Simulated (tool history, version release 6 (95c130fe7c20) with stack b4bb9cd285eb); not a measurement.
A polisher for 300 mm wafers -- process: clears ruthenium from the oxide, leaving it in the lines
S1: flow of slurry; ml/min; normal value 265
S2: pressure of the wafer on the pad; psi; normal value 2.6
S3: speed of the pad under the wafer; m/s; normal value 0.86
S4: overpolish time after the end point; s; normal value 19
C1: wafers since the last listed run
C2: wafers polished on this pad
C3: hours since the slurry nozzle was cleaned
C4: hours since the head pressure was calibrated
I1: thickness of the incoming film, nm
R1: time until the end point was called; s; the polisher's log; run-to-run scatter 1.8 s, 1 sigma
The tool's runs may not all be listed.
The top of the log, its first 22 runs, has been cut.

At hour 1048.7: worn pad replaced by a new one.
At hour 1062.1: slurry nozzle cleaned.
Run 23, hour 1065.8: usual settings; C1 314; C2 157; C3 3.7; C4 734.8; I1 157.9. Result: R1 139.0 s.
Run 24, hour 1127.4: usual settings; C1 604; C2 761; C3 65.3; C4 796.4; I1 161.5. Result: R1 147.5 s.
At hour 1142.7: head pressure recalibrated.
Run 25, hour 1181.6: usual settings but S2 3.4 psi, S4 25 s; C1 511; C2 1273; C3 119.5; C4 38.9; I1 160.4. Result: R1 103.2 s.
Run 26, hour 1218.5: usual settings; C1 361; C2 1635; C3 156.4; C4 75.8; I1 156.8. Result: R1 132.7 s.
Run 27, hour 1271.7: usual settings but S1 320 ml/min, S2 3.1 psi, S4 28 s; C1 521; C2 2157; C3 209.6; C4 129.0; I1 158.0. Result: R1 111.3 s.
Run 28, hour 1295.9: usual settings; C1 237; C2 2394; C3 233.8; C4 153.2; I1 158.8. Result: R1 139.6 s.
Run 29, hour 1365.9: usual settings; C1 686; C2 3080; C3 303.8; C4 223.2; I1 158.1. Result: R1 136.4 s.
Run 30, hour 1437.4: usual settings; C1 701; C2 3782; C3 375.3; C4 294.7; I1 162.5. Result: R1 145.0 s.
Run 31, hour 1472.8: usual settings but S1 355 ml/min, S4 15 s; C1 347; C2 4129; C3 410.7; C4 330.1; I1 160.5. Result: R1 134.2 s.
At hour 1492.1: slurry nozzle cleaned.
Run 32, hour 1514.3: usual settings but S3 1.14 m/s, S4 12 s; C1 397; C2 4526; C3 22.2; C4 371.6; I1 159.5. Result: R1 100.8 s.
At hour 1531.5: worn pad replaced by a new one.
Run 33, hour 1552.8: usual settings but S4 15 s; C1 338; C2 209; C3 60.7; C4 410.1; I1 161.7. Result: R1 137.8 s.
Run 34, hour 1589.0: usual settings but S3 1.02 m/s; C1 354; C2 564; C3 96.9; C4 446.3; I1 160.5. Result: R1 118.4 s.
Run 35, hour 1622.1: usual settings; C1 324; C2 888; C3 130.0; C4 479.4; I1 158.3. Result: R1 139.0 s.
Run 36, hour 1648.6: usual settings but S2 3.1 psi, S3 0.58 m/s, S4 12 s; C1 259; C2 1148; C3 156.5; C4 505.9; I1 159.8. Result: R1 176.2 s.

4 options for the next run, each taken on its own from the tool as it stands now. Forecast them:
Run A, hour 1649.1: usual settings; C1 4; C2 1153; C3 157.0; C4 506.4; I1 160.3. Result: R1 ?.
Run B, hour 1649.1: usual settings but S3 0.60 m/s, S4 29 s; C1 4; C2 1153; C3 157.0; C4 506.4; I1 160.3. Result: R1 ?.
Run C, hour 1649.1: usual settings but S1 220 ml/min; C1 4; C2 1153; C3 157.0; C4 506.4; I1 160.3. Result: R1 ?.
Run D, hour 1649.1: usual settings but S1 300 ml/min; C1 4; C2 1153; C3 157.0; C4 506.4; I1 160.3. Result: R1 ?.

run     R1
  A  141.3
  B  202.5
  C  145.9
  D  138.8
With no hidden state in the tool, these same runs would have given:
run     R1
  A  128.8
  B  184.6
  C  131.7
  D  127.2

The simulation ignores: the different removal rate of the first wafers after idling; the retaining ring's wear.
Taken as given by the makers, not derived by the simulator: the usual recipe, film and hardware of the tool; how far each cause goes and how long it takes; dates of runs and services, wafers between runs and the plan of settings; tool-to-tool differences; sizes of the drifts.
